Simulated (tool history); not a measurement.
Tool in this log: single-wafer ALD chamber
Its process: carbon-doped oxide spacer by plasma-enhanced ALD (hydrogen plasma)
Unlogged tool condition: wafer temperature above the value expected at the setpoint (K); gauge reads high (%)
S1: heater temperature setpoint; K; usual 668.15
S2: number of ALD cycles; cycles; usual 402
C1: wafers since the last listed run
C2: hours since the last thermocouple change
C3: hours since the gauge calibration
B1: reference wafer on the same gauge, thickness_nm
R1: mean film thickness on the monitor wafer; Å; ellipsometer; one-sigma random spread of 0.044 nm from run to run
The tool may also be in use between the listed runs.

Run 1, hour 0.0: usual settings but S1 673.15 K; C1 0; C2 690.7; C3 1937.0; B1 19.808. Result: R1 209.59 Å.
At hour 54.2: gauge calibrated.
Run 2, hour 71.2: usual settings but S1 657.15 K; C1 80; C2 761.9; C3 17.0; B1 19.808. Result: R1 209.58 Å.
Run 3, hour 150.6: usual settings but S1 657.15 K; C1 89; C2 841.3; C3 96.4; B1 19.810. Result: R1 209.40 Å.
Run 4, hour 203.9: usual settings but S1 657.15 K; C1 60; C2 894.6; C3 149.7; B1 19.809. Result: R1 209.11 Å.
Run 5, hour 260.7: usual settings but S1 660.15 K; C1 64; C2 951.4; C3 206.5; B1 19.790. Result: R1 210.60 Å.
Run 6, hour 346.7: usual settings; C1 97; C2 1037.4; C3 292.5; B1 19.809. Result: R1 210.09 Å.
Run 7, hour 389.5: usual settings; C1 48; C2 1080.2; C3 335.3; B1 19.792. Result: R1 210.69 Å.
Run 8, hour 443.2: usual settings; C1 60; C2 1133.9; C3 389.0; B1 19.808. Result: R1 209.90 Å.
Run 9, hour 529.0: usual settings but S1 661.15 K; C1 97; C2 1219.7; C3 474.8; B1 19.802. Result: R1 209.43 Å.
Run 10, hour 618.8: usual settings but S1 661.15 K; C1 101; C2 1309.5; C3 564.6; B1 19.806. Result: R1 209.91 Å.
Run 11, hour 686.5: usual settings but S1 661.15 K; C1 76; C2 1377.2; C3 632.3; B1 19.805. Result: R1 210.20 Å.
Run 12, hour 779.1: usual settings but S1 661.15 K, S2 358 cycles; C1 104; C2 1469.8; C3 724.9; B1 19.809. Result: R1 187.34 Å.
Run 13, hour 835.3: usual settings but S1 661.15 K, S2 358 cycles; C1 63; C2 1526.0; C3 781.1; B1 19.798. Result: R1 187.71 Å.
Run 14, hour 906.3: usual settings; C1 80; C2 1597.0; C3 852.1; B1 19.802. Result: R1 209.40 Å.
Run 15, hour 958.0: usual settings but S1 674.15 K, S2 361 cycles; C1 58; C2 1648.7; C3 903.8; B1 19.801. Result: R1 188.57 Å.
At hour 1041.0: thermocouple changed; heater temperature recalibrated.
Run 16, hour 1268.9: usual settings but S1 677.15 K, S2 457 cycles; C1 343; C2 227.9; C3 1214.7; B1 19.790. Result: R1 235.89 Å.
Run 17, hour 1324.8: usual settings but S1 655.15 K, S2 446 cycles; C1 63; C2 283.8; C3 1270.6; B1 19.798. Result: R1 233.38 Å.
Run 18, hour 1374.3: usual settings; C1 56; C2 333.3; C3 1320.1; B1 19.787. Result: R1 210.56 Å.
Run 19, hour 1482.2: usual settings but S1 683.15 K, S2 357 cycles; C1 122; C2 441.2; C3 1428.0; B1 19.805. Result: R1 180.52 Å.
Run 20, hour 1532.3: usual settings but S1 677.15 K, S2 457 cycles; C1 56; C2 491.3; C3 1478.1; B1 19.790. Result: R1 235.65 Å.
At hour 1551.3: gauge calibrated.
Run 21, hour 1597.6: usual settings; C1 73; C2 556.6; C3 46.3; B1 19.783. Result: R1 210.89 Å.
Run 22, hour 1698.3: usual settings but S1 673.15 K, S2 346 cycles; C1 114; C2 657.3; C3 147.0; B1 19.795. Result: R1 180.59 Å.
Run 23, hour 1782.9: usual settings but S2 442 cycles; C1 95; C2 741.9; C3 231.6; B1 19.798. Result: R1 230.58 Å.
Run 24, hour 1838.3: usual settings but S1 676.15 K, S2 331 cycles; C1 62; C2 797.3; C3 287.0; B1 19.796. Result: R1 171.08 Å.
Run 25, hour 1902.3: usual settings but S2 439 cycles; C1 72; C2 861.3; C3 351.0; B1 19.796. Result: R1 229.07 Å.
Run 26, hour 1957.1: usual settings but S1 658.15 K, S2 444 cycles; C1 62; C2 916.1; C3 405.8; B1 19.801. Result: R1 231.41 Å.
Run 27, hour 1993.3: usual settings but S1 679.15 K, S2 335 cycles; C1 40; C2 952.3; C3 442.0; B1 19.803. Result: R1 171.55 Å.
Run 28, hour 2052.8: usual settings but S2 430 cycles; C1 67; C2 1011.8; C3 501.5; B1 19.797. Result: R1 225.05 Å.

For each run, what was the tool's unlogged condition?
wafer temperature above the value expected at the setpoint (K): 0 in every run
gauge reads high (%): 0 in every run

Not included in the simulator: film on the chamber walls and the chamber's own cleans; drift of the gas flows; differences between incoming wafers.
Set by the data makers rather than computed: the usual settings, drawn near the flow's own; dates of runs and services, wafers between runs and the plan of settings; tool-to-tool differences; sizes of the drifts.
